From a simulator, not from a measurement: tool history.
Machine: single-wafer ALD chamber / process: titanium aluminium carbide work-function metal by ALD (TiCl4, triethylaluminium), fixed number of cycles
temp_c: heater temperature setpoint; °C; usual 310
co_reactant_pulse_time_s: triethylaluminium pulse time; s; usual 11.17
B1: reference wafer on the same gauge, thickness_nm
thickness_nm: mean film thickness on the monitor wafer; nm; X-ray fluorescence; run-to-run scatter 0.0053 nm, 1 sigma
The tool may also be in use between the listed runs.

{"run": 1, "hour": 0.0, "temp_c": 310, "co_reactant_pulse_time_s": 11.17, "B1": 1.932, "thickness_nm": 1.908}
{"run": 2, "hour": 11.6, "temp_c": 310, "co_reactant_pulse_time_s": 8.38, "B1": 1.93, "thickness_nm": 1.641}
{"run": 3, "hour": 23.9, "temp_c": 310, "co_reactant_pulse_time_s": 8.38, "B1": 1.93, "thickness_nm": 1.645}
{"run": 4, "hour": 32.6, "temp_c": 310, "co_reactant_pulse_time_s": 8.38, "B1": 1.93, "thickness_nm": 1.648}
{"run": 5, "hour": 43.4, "temp_c": 310, "co_reactant_pulse_time_s": 11.17, "B1": 1.93, "thickness_nm": 1.909}
{"run": 6, "hour": 54.3, "temp_c": 310, "co_reactant_pulse_time_s": 11.17, "B1": 1.931, "thickness_nm": 1.896}
{"hour": 66.9, "done": "showerhead replaced, of another model than before"}
{"hour": 67.4, "done": "gauge calibrated"}
{"hour": 69.6, "done": "triethylaluminium bottle replaced"}
{"run": 7, "hour": 70.1, "temp_c": 310, "co_reactant_pulse_time_s": 11.17, "B1": 1.931, "thickness_nm": 2.101}
{"run": 8, "hour": 84.4, "temp_c": 305, "co_reactant_pulse_time_s": 11.17, "B1": 1.93, "thickness_nm": 2.048}
{"run": 9, "hour": 95.3, "temp_c": 297, "co_reactant_pulse_time_s": 15.58, "B1": 1.929, "thickness_nm": 2.036}
{"hour": 134.0, "done": "thermocouple changed; heater temperature recalibrated"}
{"run": 10, "hour": 144.2, "temp_c": 310, "co_reactant_pulse_time_s": 13.05, "B1": 1.93, "thickness_nm": 2.137}
{"run": 11, "hour": 152.0, "temp_c": 322, "co_reactant_pulse_time_s": 14.32, "B1": 1.931, "thickness_nm": 2.274}
{"run": 12, "hour": 165.5, "temp_c": 295, "co_reactant_pulse_time_s": 13.25, "B1": 1.929, "thickness_nm": 1.991}
{"run": 13, "hour": 172.9, "temp_c": 318, "co_reactant_pulse_time_s": 7.9, "B1": 1.93, "thickness_nm": 1.571}
{"run": 14, "hour": 190.7, "temp_c": 310, "co_reactant_pulse_time_s": 11.17, "B1": 1.93, "thickness_nm": 2.06}
{"run": 15, "hour": 199.7, "temp_c": 310, "co_reactant_pulse_time_s": 11.17, "B1": 1.929, "thickness_nm": 2.066}
{"run": 16, "hour": 212.5, "temp_c": 310, "co_reactant_pulse_time_s": 11.17, "B1": 1.931, "thickness_nm": 2.053}

What if the next run were any one of these 3? Each begins from the tool's condition after run 16:
{"run": "A", "hour": 212.9, "temp_c": 310, "co_reactant_pulse_time_s": 11.17, "B1": "?", "thickness_nm": "?"}
{"run": "B", "hour": 212.9, "temp_c": 321, "co_reactant_pulse_time_s": 14.05, "B1": "?", "thickness_nm": "?"}
{"run": "C", "hour": 212.9, "temp_c": 317, "co_reactant_pulse_time_s": 14.31, "B1": "?", "thickness_nm": "?"}

run=A B1=1.929 thickness_nm=2.058
run=B B1=1.929 thickness_nm=2.26
run=C B1=1.929 thickness_nm=2.223
The same runs, with their run-to-run variation unchanged, on a tool lacking any hidden condition would have given:
run=A thickness_nm=2.127
run=B thickness_nm=2.278
run=C thickness_nm=2.239
